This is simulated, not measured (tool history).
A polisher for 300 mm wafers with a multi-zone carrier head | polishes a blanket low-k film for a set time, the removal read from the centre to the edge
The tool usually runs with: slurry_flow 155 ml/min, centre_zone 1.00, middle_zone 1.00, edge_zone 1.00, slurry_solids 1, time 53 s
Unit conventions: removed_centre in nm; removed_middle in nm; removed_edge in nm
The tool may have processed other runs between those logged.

run,hour,slurry_flow,centre_zone,middle_zone,edge_zone,slurry_solids,time,wafers since the last listed run,wafers polished on this pad,hours since the slurry nozzle was cleaned,hours since the centre zone pressure was calibrated,hours since the edge zone pressure was calibrated,hours since the carrier head's membrane was replaced,"incoming thickness of the incoming film, nm",removed_centre,removed_middle,removed_edge
1,0.0,155,1.00,1.00,1.07,1,53,0,1459,272.0,0.8,751.9,216.1,719.6,20.3,20.7,21.6
# hour 26.5: worn pad replaced by a new one
2,43.6,155,1.00,1.00,1.07,1,53,200,86,315.6,44.4,795.5,259.7,730.8,22.0,22.5,23.5
# hour 90.2: edge zone pressure recalibrated
3,148.4,155,1.00,1.00,0.93,1,53,520,607,420.4,149.2,58.2,364.5,712.0,20.3,20.8,20.8
4,242.1,155,1.00,1.00,0.93,1,53,474,1082,514.1,242.9,151.9,458.2,707.5,20.1,20.2,20.9
5,297.8,155,1.00,1.00,0.93,1,53,282,1364,569.8,298.6,207.6,513.9,717.8,19.7,20.0,19.8
6,339.1,185,1.00,1.00,1.00,1,53,209,1574,611.1,339.9,248.9,555.2,724.6,20.3,20.4,20.8
# hour 376.0: worn pad replaced by a new one
7,442.2,185,1.00,1.00,1.00,1,53,502,335,714.2,443.0,352.0,658.3,705.1,21.2,21.1,21.8
# hour 462.3: slurry nozzle cleaned
8,499.4,185,1.00,1.00,1.00,1,53,284,620,37.1,500.2,409.2,715.5,719.3,21.7,22.2,22.0
9,540.2,155,1.04,1.00,1.00,1,53,206,826,77.9,541.0,450.0,756.3,718.2,21.4,21.0,21.5
# hour 599.5: carrier head's membrane replaced by a new one
10,620.7,155,0.93,1.07,1.10,1,53,382,1209,158.4,621.5,530.5,21.2,721.6,18.8,21.7,22.4
# hour 695.6: worn pad replaced by a new one
# hour 715.1: edge zone pressure recalibrated
11,726.8,155,1.00,0.95,1.00,1,37,507,147,264.5,727.6,11.7,127.3,721.8,15.4,14.8,15.4
12,792.0,185,1.00,1.00,1.00,1,53,330,478,329.7,792.8,76.9,192.5,731.3,21.6,21.3,22.1
13,872.9,155,0.93,1.11,1.09,1,53,409,888,410.6,873.7,157.8,273.4,711.0,18.5,22.4,21.9
14,974.7,155,1.00,1.00,1.00,1,53,515,1404,512.4,975.5,259.6,375.2,726.0,19.5,19.9,20.7
15,1080.1,180,1.00,1.00,1.00,1,53,534,1938,617.8,1080.9,365.0,480.6,726.2,19.6,20.0,20.5
# hour 1113.0: centre zone pressure recalibrated
# hour 1120.1: worn pad replaced by a new one
# hour 1140.1: slurry nozzle cleaned
16,1144.6,100,1.00,1.00,1.00,1,53,291,119,4.5,31.6,429.5,545.1,716.1,20.4,20.6,22.1
17,1192.8,155,1.00,1.11,0.97,1,70,244,363,52.7,79.8,477.7,593.3,713.7,29.3,32.1,28.9
18,1283.6,200,1.03,0.89,1.00,1,46,460,823,143.5,170.6,568.5,684.1,710.3,19.4,17.6,19.6
19,1369.6,155,1.00,1.00,1.00,1,53,435,1259,229.5,256.6,654.5,770.1,715.3,20.4,21.4,21.7

Run 20 comes next. What will it give?
# hour 1398.5: carrier head's membrane replaced by a new one
20,1415.7,155,1.00,1.00,0.93,1,53,208,1467,275.6,302.7,700.6,17.2,731.0,?,?,?

removed_centre: 20.3 nm
removed_middle: 20.8 nm
removed_edge: 20.6 nm
Take away the tool's hidden state, keep the run-to-run variation as it was, and the same run would have given removed_centre 23.0 nm, removed_middle 23.6 nm, removed_edge 23.3 nm.
